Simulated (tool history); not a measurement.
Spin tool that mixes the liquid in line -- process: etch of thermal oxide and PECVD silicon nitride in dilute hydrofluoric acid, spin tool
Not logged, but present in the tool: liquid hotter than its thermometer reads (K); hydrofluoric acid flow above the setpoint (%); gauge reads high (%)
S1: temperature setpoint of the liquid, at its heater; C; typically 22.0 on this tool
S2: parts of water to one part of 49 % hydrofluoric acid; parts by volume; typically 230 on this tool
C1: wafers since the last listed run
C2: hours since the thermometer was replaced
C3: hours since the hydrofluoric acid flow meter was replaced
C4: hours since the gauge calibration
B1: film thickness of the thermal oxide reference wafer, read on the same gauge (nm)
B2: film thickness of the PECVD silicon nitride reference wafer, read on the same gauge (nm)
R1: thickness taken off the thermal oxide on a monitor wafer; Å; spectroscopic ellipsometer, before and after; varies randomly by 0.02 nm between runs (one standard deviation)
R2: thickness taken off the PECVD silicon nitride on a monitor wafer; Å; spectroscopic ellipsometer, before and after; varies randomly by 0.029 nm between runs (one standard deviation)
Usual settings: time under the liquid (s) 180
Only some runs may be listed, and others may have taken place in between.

run 1 hour=0.0 | S1=20.0 S2=165 time_under_the_liquid_(s)=180 | C1=0 C2=1323.6 C3=1777.6 C4=247.9 | B1=50.005 B2=150.013 | R1=45.39 R2=27.50
run 2 hour=6.4 | S1=20.0 S2=165 time_under_the_liquid_(s)=180 | C1=31 C2=1330.0 C3=1784.0 C4=254.3 | B1=49.978 B2=149.935 | R1=45.38 R2=27.01
run 3 hour=14.2 | S1=20.0 S2=165 time_under_the_liquid_(s)=180 | C1=38 C2=1337.8 C3=1791.8 C4=262.1 | B1=50.006 B2=150.015 | R1=45.48 R2=28.56
run 4 hour=21.5 | S1=22.0 S2=285 time_under_the_liquid_(s)=180 | C1=36 C2=1345.1 C3=1799.1 C4=269.4 | B1=50.000 B2=150.035 | R1=25.04 R2=19.14
run 5 hour=28.2 | S1=22.0 S2=285 time_under_the_liquid_(s)=180 | C1=33 C2=1351.8 C3=1805.8 C4=276.1 | B1=50.003 B2=150.044 | R1=25.20 R2=18.53
-- hour=34.9 gauge calibrated
-- hour=38.5 thermometer replaced
run 6 hour=39.5 | S1=22.0 S2=230 time_under_the_liquid_(s)=180 | C1=51 C2=1.0 C3=1817.1 C4=4.6 | B1=49.996 B2=149.989 | R1=29.91 R2=19.14
run 7 hour=48.8 | S1=25.0 S2=230 time_under_the_liquid_(s)=180 | C1=46 C2=10.3 C3=1826.4 C4=13.9 | B1=50.007 B2=149.992 | R1=33.58 R2=23.51
run 8 hour=57.5 | S1=22.0 S2=230 time_under_the_liquid_(s)=180 | C1=43 C2=19.0 C3=1835.1 C4=22.6 | B1=49.998 B2=149.997 | R1=29.96 R2=19.02
run 9 hour=69.5 | S1=22.0 S2=230 time_under_the_liquid_(s)=180 | C1=59 C2=31.0 C3=1847.1 C4=34.6 | B1=49.992 B2=149.994 | R1=29.95 R2=19.24
-- hour=77.5 hydrofluoric acid flow meter replaced
run 10 hour=83.2 | S1=22.0 S2=325 time_under_the_liquid_(s)=215 | C1=63 C2=44.7 C3=5.7 C4=48.3 | B1=50.019 B2=149.947 | R1=23.28 R2=16.61
run 11 hour=89.4 | S1=25.5 S2=265 time_under_the_liquid_(s)=180 | C1=30 C2=50.9 C3=11.9 C4=54.5 | B1=50.007 B2=150.021 | R1=28.48 R2=20.91
run 12 hour=103.5 | S1=23.5 S2=230 time_under_the_liquid_(s)=95 | C1=70 C2=65.0 C3=26.0 C4=68.6 | B1=49.994 B2=149.965 | R1=16.83 R2=11.11
run 13 hour=117.0 | S1=22.0 S2=230 time_under_the_liquid_(s)=90 | C1=67 C2=78.5 C3=39.5 C4=82.1 | B1=50.007 B2=150.019 | R1=15.01 R2=9.68
run 14 hour=125.1 | S1=23.5 S2=265 time_under_the_liquid_(s)=270 | C1=40 C2=86.6 C3=47.6 C4=90.2 | B1=49.994 B2=150.025 | R1=39.97 R2=27.73
run 15 hour=138.1 | S1=22.0 S2=230 time_under_the_liquid_(s)=270 | C1=64 C2=99.6 C3=60.6 C4=103.2 | B1=50.013 B2=150.000 | R1=45.40 R2=29.55
run 16 hour=153.8 | S1=22.0 S2=230 time_under_the_liquid_(s)=285 | C1=78 C2=115.3 C3=76.3 C4=118.9 | B1=50.027 B2=150.022 | R1=48.39 R2=31.04
run 17 hour=160.2 | S1=22.0 S2=230 time_under_the_liquid_(s)=180 | C1=31 C2=121.7 C3=82.7 C4=125.3 | B1=49.996 B2=150.033 | R1=30.27 R2=19.98
run 18 hour=171.5 | S1=22.0 S2=230 time_under_the_liquid_(s)=130 | C1=56 C2=133.0 C3=94.0 C4=136.6 | B1=49.974 B2=150.044 | R1=21.95 R2=14.23
run 19 hour=185.6 | S1=22.0 S2=260 time_under_the_liquid_(s)=180 | C1=70 C2=147.1 C3=108.1 C4=150.7 | B1=50.012 B2=150.019 | R1=25.94 R2=17.37
run 20 hour=192.7 | S1=22.0 S2=230 time_under_the_liquid_(s)=180 | C1=35 C2=154.2 C3=115.2 C4=157.8 | B1=49.995 B2=150.002 | R1=30.28 R2=19.64
run 21 hour=221.2 | S1=22.0 S2=340 time_under_the_liquid_(s)=230 | C1=141 C2=182.7 C3=143.7 C4=186.3 | B1=49.987 B2=149.998 | R1=23.84 R2=16.96
run 22 hour=235.5 | S1=25.0 S2=145 time_under_the_liquid_(s)=180 | C1=71 C2=197.0 C3=158.0 C4=200.6 | B1=49.986 B2=149.989 | R1=58.78 R2=38.42
run 23 hour=241.6 | S1=26.0 S2=175 time_under_the_liquid_(s)=180 | C1=30 C2=203.1 C3=164.1 C4=206.7 | B1=50.022 B2=150.002 | R1=48.78 R2=33.48
run 24 hour=248.7 | S1=22.0 S2=230 time_under_the_liquid_(s)=180 | C1=35 C2=210.2 C3=171.2 C4=213.8 | B1=50.010 B2=150.012 | R1=30.46 R2=19.58
run 25 hour=261.1 | S1=19.5 S2=270 time_under_the_liquid_(s)=180 | C1=61 C2=222.6 C3=183.6 C4=226.2 | B1=49.997 B2=150.023 | R1=22.74 R2=14.43
run 26 hour=277.4 | S1=22.0 S2=230 time_under_the_liquid_(s)=180 | C1=81 C2=238.9 C3=199.9 C4=242.5 | B1=49.998 B2=150.015 | R1=30.28 R2=19.71
run 27 hour=283.6 | S1=22.0 S2=230 time_under_the_liquid_(s)=145 | C1=30 C2=245.1 C3=206.1 C4=248.7 | B1=49.972 B2=149.986 | R1=24.26 R2=16.31

Exercise: give the hidden state of the tool at every run:
hydrofluoric acid flow above the setpoint (%): 0 on each run
gauge reads high (%): 0 on each run
H1: liquid hotter than its thermometer reads (K)
run=1 H1=2.63
run=2 H1=2.64
run=3 H1=2.65
run=4 H1=2.67
run=5 H1=2.68
run=6 H1=0.0904
run=7 H1=0.108
run=8 H1=0.124
run=9 H1=0.146
run=10 H1=0.172
run=11 H1=0.183
run=12 H1=0.209
run=13 H1=0.234
run=14 H1=0.249
run=15 H1=0.274
run=16 H1=0.303
run=17 H1=0.315
run=18 H1=0.336
run=19 H1=0.362
run=20 H1=0.375
run=21 H1=0.428
run=22 H1=0.454
run=23 H1=0.466
run=24 H1=0.479
run=25 H1=0.502
run=26 H1=0.532
run=27 H1=0.544

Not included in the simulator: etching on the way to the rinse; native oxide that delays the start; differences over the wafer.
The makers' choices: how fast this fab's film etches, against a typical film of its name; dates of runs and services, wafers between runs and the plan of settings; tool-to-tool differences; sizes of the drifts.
